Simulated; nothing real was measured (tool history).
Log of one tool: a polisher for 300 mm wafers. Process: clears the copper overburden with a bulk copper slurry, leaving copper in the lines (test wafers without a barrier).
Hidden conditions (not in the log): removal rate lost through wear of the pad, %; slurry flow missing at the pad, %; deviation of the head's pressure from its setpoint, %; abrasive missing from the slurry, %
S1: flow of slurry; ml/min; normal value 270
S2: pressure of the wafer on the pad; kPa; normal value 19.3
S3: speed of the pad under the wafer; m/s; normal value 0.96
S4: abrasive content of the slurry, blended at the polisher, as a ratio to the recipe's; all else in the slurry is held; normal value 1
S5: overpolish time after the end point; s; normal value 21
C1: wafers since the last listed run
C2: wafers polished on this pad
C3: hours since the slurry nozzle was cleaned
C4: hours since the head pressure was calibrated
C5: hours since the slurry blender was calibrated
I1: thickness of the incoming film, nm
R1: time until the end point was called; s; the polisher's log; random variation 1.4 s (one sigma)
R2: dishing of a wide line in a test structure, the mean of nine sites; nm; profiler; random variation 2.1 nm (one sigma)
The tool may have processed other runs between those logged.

{"run": 1, "hour": 0.0, "S1": 270, "S2": 19.3, "S3": 0.96, "S4": 1, "S5": 21, "C1": 0, "C2": 456, "C3": 284.3, "C4": 322.3, "C5": 397.8, "I1": 1054.7, "R1": 121.1, "R2": 84.1}
{"run": 2, "hour": 58.4, "S1": 270, "S2": 19.3, "S3": 0.96, "S4": 1, "S5": 21, "C1": 280, "C2": 737, "C3": 342.7, "C4": 380.7, "C5": 456.2, "I1": 1026, "R1": 117.9, "R2": 89}
{"run": 3, "hour": 153.9, "S1": 270, "S2": 19.3, "S3": 0.96, "S4": 1, "S5": 21, "C1": 459, "C2": 1196, "C3": 438.2, "C4": 476.2, "C5": 551.7, "I1": 1036.7, "R1": 117.5, "R2": 86}
{"run": 4, "hour": 261.2, "S1": 270, "S2": 19.3, "S3": 0.96, "S4": 1, "S5": 13, "C1": 516, "C2": 1712, "C3": 545.5, "C4": 583.5, "C5": 659, "I1": 1043.4, "R1": 118.5, "R2": 64.8}
{"run": 5, "hour": 356.1, "S1": 245, "S2": 13.8, "S3": 1.14, "S4": 1.1, "S5": 21, "C1": 456, "C2": 2169, "C3": 640.4, "C4": 678.4, "C5": 753.9, "I1": 1040.7, "R1": 139.1, "R2": 74}
{"hour": 393.2, "done": "slurry nozzle cleaned"}
{"hour": 393.3, "done": "slurry blender recalibrated"}
{"run": 6, "hour": 399.8, "S1": 270, "S2": 19.3, "S3": 0.96, "S4": 1, "S5": 21, "C1": 204, "C2": 2374, "C3": 6.6, "C4": 722.1, "C5": 6.5, "I1": 1032.5, "R1": 116.1, "R2": 87.4}
{"hour": 445.3, "done": "head pressure recalibrated"}
{"run": 7, "hour": 498.0, "S1": 190, "S2": 19.3, "S3": 0.96, "S4": 1, "S5": 21, "C1": 462, "C2": 2837, "C3": 104.8, "C4": 52.7, "C5": 104.7, "I1": 1053.7, "R1": 125.8, "R2": 83.2}
{"run": 8, "hour": 539.3, "S1": 325, "S2": 19.3, "S3": 0.96, "S4": 1, "S5": 21, "C1": 198, "C2": 3036, "C3": 146.1, "C4": 94, "C5": 146, "I1": 1046.4, "R1": 117, "R2": 85.2}
{"run": 9, "hour": 582.3, "S1": 270, "S2": 14.5, "S3": 0.72, "S4": 0.8, "S5": 16, "C1": 206, "C2": 3242, "C3": 189.1, "C4": 137, "C5": 189, "I1": 1038.6, "R1": 224.3, "R2": 42.5}
{"run": 10, "hour": 635.4, "S1": 315, "S2": 19.3, "S3": 1.26, "S4": 1.2, "S5": 29, "C1": 255, "C2": 3498, "C3": 242.2, "C4": 190.1, "C5": 242.1, "I1": 1045.2, "R1": 86, "R2": 122.5}
{"run": 11, "hour": 676.9, "S1": 270, "S2": 22.8, "S3": 1.24, "S4": 1, "S5": 21, "C1": 199, "C2": 3698, "C3": 283.7, "C4": 231.6, "C5": 283.6, "I1": 1035.7, "R1": 77.8, "R2": 115.1}
{"hour": 745.5, "done": "worn pad replaced by a new one"}
{"run": 12, "hour": 749.9, "S1": 270, "S2": 19.3, "S3": 1.16, "S4": 1, "S5": 16, "C1": 331, "C2": 20, "C3": 356.7, "C4": 304.6, "C5": 356.6, "I1": 1030.6, "R1": 95.6, "R2": 84.5}
{"run": 13, "hour": 851.3, "S1": 310, "S2": 19.3, "S3": 0.96, "S4": 1, "S5": 21, "C1": 487, "C2": 508, "C3": 458.1, "C4": 406, "C5": 458, "I1": 1018, "R1": 117.2, "R2": 88.3}
{"run": 14, "hour": 890.6, "S1": 270, "S2": 19.3, "S3": 0.96, "S4": 1.15, "S5": 21, "C1": 189, "C2": 697, "C3": 497.4, "C4": 445.3, "C5": 497.3, "I1": 1036.3, "R1": 112.8, "R2": 86}
{"run": 15, "hour": 992.9, "S1": 270, "S2": 13.8, "S3": 0.7, "S4": 0.8, "S5": 16, "C1": 492, "C2": 1190, "C3": 599.7, "C4": 547.6, "C5": 599.6, "I1": 1025.1, "R1": 238.6, "R2": 41.7}
{"run": 16, "hour": 1099.4, "S1": 270, "S2": 19.3, "S3": 0.82, "S4": 1, "S5": 21, "C1": 512, "C2": 1702, "C3": 706.2, "C4": 654.1, "C5": 706.1, "I1": 1048.6, "R1": 142.5, "R2": 78.1}
{"hour": 1102.7, "done": "slurry nozzle cleaned"}
{"run": 17, "hour": 1172.2, "S1": 270, "S2": 19.3, "S3": 0.96, "S4": 1, "S5": 21, "C1": 345, "C2": 2047, "C3": 69.5, "C4": 726.9, "C5": 778.9, "I1": 1054.1, "R1": 120.8, "R2": 86.5}
{"hour": 1184.7, "done": "head pressure recalibrated"}
{"hour": 1271.6, "done": "slurry blender recalibrated"}
{"run": 18, "hour": 1272.1, "S1": 270, "S2": 22.1, "S3": 0.96, "S4": 1.2, "S5": 26, "C1": 461, "C2": 2509, "C3": 169.4, "C4": 87.4, "C5": 0.5, "I1": 1042.9, "R1": 99.3, "R2": 113.3}
{"run": 19, "hour": 1363.4, "S1": 270, "S2": 19.3, "S3": 0.96, "S4": 1, "S5": 9, "C1": 439, "C2": 2948, "C3": 260.7, "C4": 178.7, "C5": 91.8, "I1": 1041.5, "R1": 121.6, "R2": 44.7}
{"run": 20, "hour": 1456.1, "S1": 270, "S2": 19.3, "S3": 0.96, "S4": 1, "S5": 21, "C1": 445, "C2": 3394, "C3": 353.4, "C4": 271.4, "C5": 184.5, "I1": 1050.5, "R1": 119.9, "R2": 85.2}
{"hour": 1508.0, "done": "worn pad replaced by a new one"}
{"run": 21, "hour": 1522.9, "S1": 270, "S2": 19.3, "S3": 0.96, "S4": 1, "S5": 21, "C1": 302, "C2": 71, "C3": 420.2, "C4": 338.2, "C5": 251.3, "I1": 1040.5, "R1": 117.8, "R2": 86.9}
{"run": 22, "hour": 1571.3, "S1": 300, "S2": 25.5, "S3": 0.96, "S4": 1.25, "S5": 31, "C1": 232, "C2": 304, "C3": 468.6, "C4": 386.6, "C5": 299.7, "I1": 1025.2, "R1": 83.5, "R2": 141.9}
{"run": 23, "hour": 1676.2, "S1": 270, "S2": 19.3, "S3": 0.96, "S4": 1, "S5": 25, "C1": 504, "C2": 809, "C3": 573.5, "C4": 491.5, "C5": 404.6, "I1": 1030.5, "R1": 118.6, "R2": 94.7}
{"run": 24, "hour": 1752.8, "S1": 210, "S2": 19.3, "S3": 0.62, "S4": 1, "S5": 16, "C1": 368, "C2": 1177, "C3": 650.1, "C4": 568.1, "C5": 481.2, "I1": 1034.3, "R1": 187.7, "R2": 48.9}
{"hour": 1865.2, "done": "head pressure recalibrated"}
{"hour": 1970.9, "done": "slurry nozzle cleaned"}
{"run": 25, "hour": 2061.1, "S1": 270, "S2": 19.3, "S3": 1.24, "S4": 1, "S5": 11, "C1": 1468, "C2": 2646, "C3": 90.2, "C4": 195.9, "C5": 789.5, "I1": 1042.5, "R1": 92.1, "R2": 65.9}
{"hour": 2070.0, "done": "slurry blender recalibrated"}
{"run": 26, "hour": 2151.7, "S1": 270, "S2": 19.3, "S3": 0.96, "S4": 0.7, "S5": 29, "C1": 426, "C2": 3073, "C3": 180.8, "C4": 286.5, "C5": 81.7, "I1": 1055.1, "R1": 132.9, "R2": 100.5}
{"run": 27, "hour": 2199.7, "S1": 270, "S2": 19.3, "S3": 0.64, "S4": 1, "S5": 21, "C1": 230, "C2": 3303, "C3": 228.8, "C4": 334.5, "C5": 129.7, "I1": 1058.9, "R1": 186.1, "R2": 65}

What if the next run were any one of these 5? Each begins from the tool's condition after run 27:
{"run": "A", "hour": 2200.2, "S1": 300, "S2": 19.3, "S3": 0.96, "S4": 1, "S5": 21, "C1": 2, "C2": 3306, "C3": 229.3, "C4": 335, "C5": 130.2, "I1": 1040.9, "R1": "?", "R2": "?"}
{"run": "B", "hour": 2200.2, "S1": 270, "S2": 19.3, "S3": 1.22, "S4": 1, "S5": 27, "C1": 2, "C2": 3306, "C3": 229.3, "C4": 335, "C5": 130.2, "I1": 1040.9, "R1": "?", "R2": "?"}
{"run": "C", "hour": 2200.2, "S1": 180, "S2": 26.2, "S3": 0.96, "S4": 1, "S5": 11, "C1": 2, "C2": 3306, "C3": 229.3, "C4": 335, "C5": 130.2, "I1": 1040.9, "R1": "?", "R2": "?"}
{"run": "D", "hour": 2200.2, "S1": 350, "S2": 19.3, "S3": 0.96, "S4": 0.85, "S5": 21, "C1": 2, "C2": 3306, "C3": 229.3, "C4": 335, "C5": 130.2, "I1": 1040.9, "R1": "?", "R2": "?"}
{"run": "E", "hour": 2200.2, "S1": 200, "S2": 19.3, "S3": 0.82, "S4": 0.8, "S5": 12, "C1": 2, "C2": 3306, "C3": 229.3, "C4": 335, "C5": 130.2, "I1": 1040.9, "R1": "?", "R2": "?"}

run=A R1=119.5 R2=85.8
run=B R1=94.9 R2=113.6
run=C R1=92.8 R2=66.8
run=D R1=123.5 R2=84
run=E R1=154.9 R2=46.1
With the hidden condition removed and each run's random variation left untouched, the same runs would have given:
run=A R1=119.5 R2=85.8
run=B R1=94.9 R2=113.6
run=C R1=92.8 R2=66.8
run=D R1=123.5 R2=84
run=E R1=154.9 R2=46.1
